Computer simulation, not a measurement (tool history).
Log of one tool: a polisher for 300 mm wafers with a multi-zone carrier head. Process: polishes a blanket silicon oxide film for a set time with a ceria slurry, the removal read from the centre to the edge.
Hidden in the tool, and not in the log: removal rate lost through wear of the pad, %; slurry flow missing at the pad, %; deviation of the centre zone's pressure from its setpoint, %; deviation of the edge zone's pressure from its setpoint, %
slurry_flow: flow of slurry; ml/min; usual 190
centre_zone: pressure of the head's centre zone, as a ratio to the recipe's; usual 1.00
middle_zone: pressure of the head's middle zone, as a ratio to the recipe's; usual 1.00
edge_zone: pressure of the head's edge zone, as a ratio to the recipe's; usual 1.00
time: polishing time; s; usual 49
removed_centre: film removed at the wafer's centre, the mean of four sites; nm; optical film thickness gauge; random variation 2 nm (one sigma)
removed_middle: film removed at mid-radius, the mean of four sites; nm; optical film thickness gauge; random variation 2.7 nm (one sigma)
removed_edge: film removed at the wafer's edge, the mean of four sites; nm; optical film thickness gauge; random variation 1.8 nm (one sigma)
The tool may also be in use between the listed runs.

run,hour,slurry_flow,centre_zone,middle_zone,edge_zone,time,wafers since the last listed run,wafers polished on this pad,hours since the slurry nozzle was cleaned,hours since the centre zone pressure was calibrated,hours since the edge zone pressure was calibrated,hours since the carrier head's membrane was replaced,"incoming thickness of the incoming film, nm",removed_centre,removed_middle,removed_edge
1,0.0,190,1.00,1.00,1.00,49,0,309,537.7,582.8,806.9,1522.9,1395.6,175.2,169.5,175.9
2,10.5,190,1.00,1.00,1.00,49,110,419,548.2,593.3,817.4,1533.4,1386.7,174.7,170.4,179.5
3,21.8,190,1.00,1.00,1.00,49,118,538,559.5,604.6,828.7,1544.7,1390.3,173.6,168.9,176.8
4,36.3,190,1.00,1.00,1.00,49,152,690,574.0,619.1,843.2,1559.2,1406.9,172.4,166.8,173.3
5,86.3,190,1.00,1.00,1.00,49,525,1215,624.0,669.1,893.2,1609.2,1415.3,171.4,164.5,174.7
6,96.3,190,1.00,1.00,1.00,49,105,1321,634.0,679.1,903.2,1619.2,1399.7,174.1,165.2,174.8
7,103.8,190,1.00,1.00,1.00,49,78,1399,641.5,686.6,910.7,1626.7,1398.2,171.6,163.2,173.7
8,113.1,190,1.00,1.00,1.00,49,97,1497,650.8,695.9,920.0,1636.0,1429.8,173.1,162.8,174.1
# hour 115.9: edge zone pressure recalibrated
# hour 121.9: worn pad replaced by a new one, of another model than before
# hour 129.8: carrier head's membrane replaced by a new one
# hour 146.4: centre zone pressure recalibrated
9,146.9,190,1.00,1.00,1.00,49,218,189,684.6,0.5,31.0,17.1,1383.1,151.2,147.1,162.0
10,160.2,190,1.00,1.11,1.00,49,139,329,697.9,13.8,44.3,30.4,1416.4,147.3,152.1,160.7
11,167.0,190,1.00,1.00,1.04,42,71,400,704.7,20.6,51.1,37.2,1397.8,123.9,124.0,137.6
12,173.4,190,1.00,1.00,1.00,49,67,468,711.1,27.0,57.5,43.6,1403.5,142.3,142.4,156.1
# hour 175.4: slurry nozzle cleaned
13,188.0,135,0.88,1.00,1.00,42,142,610,12.6,41.6,72.1,58.2,1410.5,125.0,136.7,145.4
14,194.3,190,1.00,0.89,1.00,49,66,677,18.9,47.9,78.4,64.5,1393.2,187.8,161.9,181.8
15,203.1,125,1.04,1.06,1.00,57,92,769,27.7,56.7,87.2,73.3,1393.9,186.6,186.2,191.2
16,218.4,210,1.00,1.08,1.09,49,160,930,43.0,72.0,102.5,88.6,1409.4,194.3,193.5,194.9
17,227.6,190,1.00,1.00,1.00,49,96,1027,52.2,81.2,111.7,97.8,1376.2,186.2,173.9,184.4
18,241.7,190,0.91,0.90,0.93,49,148,1175,66.3,95.3,125.8,111.9,1380.4,170.0,172.2,178.0
19,251.1,135,1.00,1.00,1.00,62,98,1274,75.7,104.7,135.2,121.3,1404.8,204.2,199.1,217.6

The same runs without the tool's hidden state, with the same run-to-run variation:
run,removed_centre,removed_middle,removed_edge
1,186.4,179.1,183.0
2,186.3,180.4,187.0
3,185.8,179.3,184.6
4,185.2,177.7,181.4
5,187.1,177.9,184.8
6,190.8,179.2,185.4
7,188.6,177.5,184.5
8,191.0,177.7,185.3
9,189.8,179.5,185.9
10,188.5,188.7,186.3
11,160.2,155.3,160.5
12,186.1,179.9,183.1
13,128.0,139.6,147.5
14,190.5,164.0,183.5
15,191.7,190.7,194.3
16,196.8,195.7,196.6
17,188.9,176.2,186.2
18,172.6,174.5,179.7
19,209.5,203.6,221.0
